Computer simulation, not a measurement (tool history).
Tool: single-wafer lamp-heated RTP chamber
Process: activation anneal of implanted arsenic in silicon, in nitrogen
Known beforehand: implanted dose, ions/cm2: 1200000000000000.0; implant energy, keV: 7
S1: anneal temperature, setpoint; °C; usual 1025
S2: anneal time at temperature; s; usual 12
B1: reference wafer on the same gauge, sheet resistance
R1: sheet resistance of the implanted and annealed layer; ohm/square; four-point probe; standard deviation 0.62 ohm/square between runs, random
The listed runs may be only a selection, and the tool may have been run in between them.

run    hour    S1  S2      B1      R1
  1       0  1017  12  121.91  148.65
  2    26.5  1025  12  121.94  141.42
       35.7  -- pyrometer window cleaned and pyrometer calibrated
  3    69.3  1025  12  121.89  140.19
  4   138.4  1025  12  121.93  141.52
  5   167.5  1025  12  121.97  142.06
      199.7  -- reflector plate cleaned
  6   238.7  1025  12  122.03  139.92
  7     286  1037  16  122.06  122.22
  8   339.5  1037  16  121.89   121.5
      350.9  -- pyrometer window cleaned and pyrometer calibrated
      480.2  -- reflector plate cleaned
  9   508.1  1037  16   121.8   122.8
 10   534.7  1025   7  122.02  157.76
 11   573.4  1025   7  122.11  158.14
      600.1  -- pyrometer window cleaned and pyrometer calibrated
 12   600.6  1025   7  121.93  159.18
 13   637.7  1025  12   121.9  140.82
      650.1  -- gauge calibrated
 14   686.5  1025  12  122.11  140.61
 15   743.3  1046   6  122.02  145.31
      755.3  -- reflector plate cleaned
 16   773.5  1025  12  121.97  141.67
 17   873.7  1025  12  121.84  141.92
 18   910.7  1004  16  121.93  150.87
      919.1  -- pyrometer window cleaned and pyrometer calibrated
 19   970.8  1006  16  122.07  148.94
     1028.4  -- reflector plate cleaned
 20  1028.9  1025  12   122.1  141.45
 21  1082.2  1015  10  121.94  155.52
 22    1141  1053  17  121.98  111.18
 23  1195.6  1005  12  121.84  159.83
     1208.9  -- pyrometer window cleaned and pyrometer calibrated
 24  1236.2  1025  12  121.93  140.62
 25  1277.5  1041  10  121.95  132.87
 26  1311.8  1025  12  121.96  141.67
     1331.8  -- reflector plate cleaned
 27  1370.3   998  18  122.12  152.87
 28  1403.7  1025   9  122.08  149.88
 29  1460.5  1044  16     122  118.65

3 options for the next run, each taken on its own from the tool as it stands now. Forecast them:
  A  1460.9  1025  12   ?   ?
  B  1460.9  1033   5   ?   ?
  C  1460.9  1042   6   ?   ?

run      B1      R1
  A  122.02  140.82
  B  122.02  161.35
  C  122.02  147.69
Had the tool no hidden state, the same runs would have come out as:
run      R1
  A  140.82
  B  161.35
  C  147.69
